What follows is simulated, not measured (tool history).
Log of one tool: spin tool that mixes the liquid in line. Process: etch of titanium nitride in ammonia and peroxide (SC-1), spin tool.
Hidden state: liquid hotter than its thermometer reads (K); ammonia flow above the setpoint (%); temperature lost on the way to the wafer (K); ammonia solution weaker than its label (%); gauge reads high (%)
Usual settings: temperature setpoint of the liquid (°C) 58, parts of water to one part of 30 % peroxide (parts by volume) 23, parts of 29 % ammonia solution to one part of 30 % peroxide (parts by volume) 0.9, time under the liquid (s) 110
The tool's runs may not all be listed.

run	hour	temperature setpoint of the liquid (°C)	parts of water to one part of 30 % peroxide (parts by volume)	parts of 29 % ammonia solution to one part of 30 % peroxide (parts by volume)	time under the liquid (s)	wafers since the last listed run	hours since the thermometer was replaced	hours since the ammonia flow meter was replaced	hours since the heated supply line was repaired	hours since the drum of ammonia solution was connected	hours since the gauge calibration	read-back film thickness of the titanium nitride reference wafer, read on the same gauge (nm)	thickness taken off the titanium nitride on a monitor wafer (nm)
1	0	62	13.5	0.5	145	0	458.7	658.2	2316.9	584.5	542.8	60.01	31.11
2	70	58	12.5	0.9	50	797	528.7	728.2	2386.9	654.5	612.8	60.02	9.47
3	132.4	61	13	0.6	170	710	591.1	790.6	2449.3	716.9	675.2	59.96	36.01
4	186.4	63.5	31.5	0.55	80	614	645.1	844.6	2503.3	770.9	729.2	60.02	11.96
5	247.8	58	23	0.9	110	699	706.5	906	2564.7	832.3	790.6	59.98	14.88
# hour 261.9: new drum of ammonia solution connected
# hour 303.5: thermometer replaced
6	305.1	65	17	0.75	135	629	1.6	963.3	2622	43.2	847.9	59.95	33.82
7	347.7	58	23	0.9	110	485	44.2	1005.9	2664.6	85.8	890.5	60.01	15.17
8	388.8	58	23	0.9	65	468	85.3	1047	2705.7	126.9	931.6	60	9.02
9	449.6	58	23	0.9	110	692	146.1	1107.8	2766.5	187.7	992.4	60.04	15.16
# hour 475.1: heated supply line repaired
# hour 481.6: ammonia flow meter replaced
10	500.6	58	23	0.9	110	558	197.1	19	25.5	238.7	1043.4	60	15.18
11	552.7	58	26.5	1.1	140	593	249.2	71.1	77.6	290.8	1095.5	59.97	18.3
12	597.3	67	28.5	1.2	150	507	293.8	115.7	122.2	335.4	1140.1	59.97	34.42
13	625.8	58	23	0.9	85	324	322.3	144.2	150.7	363.9	1168.6	60.07	11.65
14	691.8	58	23	1.2	110	751	388.3	210.2	216.7	429.9	1234.6	59.97	15.83
15	739.9	64.5	23	0.9	110	547	436.4	258.3	264.8	478	1282.7	59.95	22.88
16	770.4	63.5	23	1.2	65	347	466.9	288.8	295.3	508.5	1313.2	59.99	13.45
17	827.4	58	23	0.9	110	649	523.9	345.8	352.3	565.5	1370.2	60.03	15.05
18	866.9	58	23	0.45	135	449	563.4	385.3	391.8	605	1409.7	60.03	16.2
19	908.9	58	29.5	0.9	110	478	605.4	427.3	433.8	647	1451.7	60	13.08
20	962.3	48.5	17.5	0.9	110	608	658.8	480.7	487.2	700.4	1505.1	60.05	9.03
21	1019.6	54	23	1.1	110	652	716.1	538	544.5	757.7	1562.4	59.99	11.92
# hour 1058.5: new drum of ammonia solution connected
22	1084.7	62.5	23	0.8	110	730	781.2	603.1	609.6	26.2	1627.5	59.99	19.86
# hour 1098.3: thermometer replaced
23	1139.9	58	23	0.9	110	617	41.6	658.3	664.8	81.4	1682.7	60.02	15.26

Measured less the same run without the tool's hidden state. The same run-to-run variation is in both; the gauge's scatter may not be:
run	thickness taken off the titanium nitride on a monitor wafer (nm)
1	-0.51
2	-0.16
3	-0.71
4	-0.27
5	-0.35
6	-0.07
7	-0.05
8	-0.04
9	-0.09
10	-0.11
11	-0.15
12	-0.33
13	-0.12
14	-0.19
15	-0.31
16	-0.19
17	-0.24
18	-0.29
19	-0.24
20	-0.17
21	-0.25
22	-0.07
23	-0.07

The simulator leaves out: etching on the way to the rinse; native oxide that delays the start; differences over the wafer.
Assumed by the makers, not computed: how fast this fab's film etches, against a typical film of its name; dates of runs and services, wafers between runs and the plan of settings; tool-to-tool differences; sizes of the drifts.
